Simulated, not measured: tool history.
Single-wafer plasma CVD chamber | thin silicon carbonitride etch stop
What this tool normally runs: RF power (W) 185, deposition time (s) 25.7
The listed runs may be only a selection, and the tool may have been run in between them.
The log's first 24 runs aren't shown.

run      day  RF power (W)  deposition time (s)  read-back reference wafer on the same gauge, thickness_nm  mean film thickness on the monitor wafer (angstrom)
 25   77.929           185                 25.7                                                       12.3                                               141.42
 26   81.538           185                 21.1                                                     12.288                                               115.93
 27   85.492           185                 28.9                                                     12.307                                               158.06
 28   87.867           210                 21.8                                                     12.316                                               125.85
 29   90.729           185                 27.6                                                     12.331                                               151.96
 30   92.342           220                 28.9                                                      12.32                                                169.8
 31   94.638           185                 25.7                                                     12.337                                               142.39
 32   97.904           185                 25.7                                                     12.336                                               141.59
 33  101.304           185                 25.7                                                     12.374                                               142.05
 34  105.475           170                 23.9                                                     12.374                                               127.82
 35    107.3           185                 25.7                                                     12.371                                               141.31
     109.188  -- RF generator calibrated
 36  109.208           185                 25.7                                                     12.373                                               142.11

Here are 3 independent what-if runs from the current tool condition. What would each one return?
  A  109.225           185                 25.7                                                          ?                                                    ?
  B  109.225           210                 21.3                                                          ?                                                    ?
  C  109.225           165                 27.8                                                          ?                                                    ?

run  read-back reference wafer on the same gauge, thickness_nm  mean film thickness on the monitor wafer (angstrom)
  A                                                     12.378                                               142.48
  B                                                     12.378                                               123.53
  C                                                     12.378                                               147.84
With the hidden condition removed and each run's random variation left untouched, the same runs would have given:
run  mean film thickness on the monitor wafer (angstrom)
  A                                                140.4
  B                                               121.73
  C                                               145.68

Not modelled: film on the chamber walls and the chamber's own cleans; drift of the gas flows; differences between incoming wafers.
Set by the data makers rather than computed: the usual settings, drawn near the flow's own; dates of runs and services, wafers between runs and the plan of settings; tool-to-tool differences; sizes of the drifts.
